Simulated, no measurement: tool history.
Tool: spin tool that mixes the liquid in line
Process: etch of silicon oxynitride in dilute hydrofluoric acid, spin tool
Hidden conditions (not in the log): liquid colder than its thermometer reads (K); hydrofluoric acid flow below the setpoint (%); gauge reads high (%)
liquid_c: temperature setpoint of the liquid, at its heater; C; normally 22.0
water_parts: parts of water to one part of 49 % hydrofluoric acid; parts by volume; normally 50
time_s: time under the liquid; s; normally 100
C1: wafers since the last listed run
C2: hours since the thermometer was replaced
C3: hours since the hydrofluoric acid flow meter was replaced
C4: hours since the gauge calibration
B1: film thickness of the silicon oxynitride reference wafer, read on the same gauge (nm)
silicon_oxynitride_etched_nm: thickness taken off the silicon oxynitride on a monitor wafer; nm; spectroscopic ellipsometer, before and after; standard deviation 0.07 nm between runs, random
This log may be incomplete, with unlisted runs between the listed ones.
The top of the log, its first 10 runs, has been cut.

run 11 hour=939.7 | liquid_c=22.0 water_parts=50 time_s=100 | C1=407 C2=241.7 C3=542.3 C4=2779.5 | B1=29.99 | silicon_oxynitride_etched_nm=6.73
-- hour=972.9 gauge calibrated
run 12 hour=1024.3 | liquid_c=25.0 water_parts=25 time_s=120 | C1=572 C2=326.3 C3=626.9 C4=51.4 | B1=29.96 | silicon_oxynitride_etched_nm=18.93
run 13 hour=1098.3 | liquid_c=25.0 water_parts=65 time_s=140 | C1=500 C2=400.3 C3=700.9 C4=125.4 | B1=30.00 | silicon_oxynitride_etched_nm=8.00
run 14 hour=1179.5 | liquid_c=25.0 water_parts=65 time_s=140 | C1=549 C2=481.5 C3=782.1 C4=206.6 | B1=29.99 | silicon_oxynitride_etched_nm=8.05
run 15 hour=1224.8 | liquid_c=17.0 water_parts=50 time_s=100 | C1=306 C2=526.8 C3=827.4 C4=251.9 | B1=30.02 | silicon_oxynitride_etched_nm=4.98
run 16 hour=1262.6 | liquid_c=22.0 water_parts=50 time_s=100 | C1=255 C2=564.6 C3=865.2 C4=289.7 | B1=29.99 | silicon_oxynitride_etched_nm=6.45
-- hour=1331.2 hydrofluoric acid flow meter replaced
run 17 hour=1331.8 | liquid_c=17.5 water_parts=50 time_s=155 | C1=461 C2=633.8 C3=0.6 C4=358.9 | B1=30.00 | silicon_oxynitride_etched_nm=8.58
run 18 hour=1378.2 | liquid_c=22.0 water_parts=50 time_s=100 | C1=313 C2=680.2 C3=47.0 C4=405.3 | B1=29.98 | silicon_oxynitride_etched_nm=7.00

For run 19, what comes out?
run 19 hour=1433.8 | liquid_c=22.0 water_parts=50 time_s=100 | C1=376 C2=735.8 C3=102.6 C4=460.9 | B1=? | silicon_oxynitride_etched_nm=?

{"run 19": {"B1": 29.99, "silicon_oxynitride_etched_nm": 6.97}}
Had the tool carried no hidden state, the very same run would have given silicon_oxynitride_etched_nm 7.63 nm.
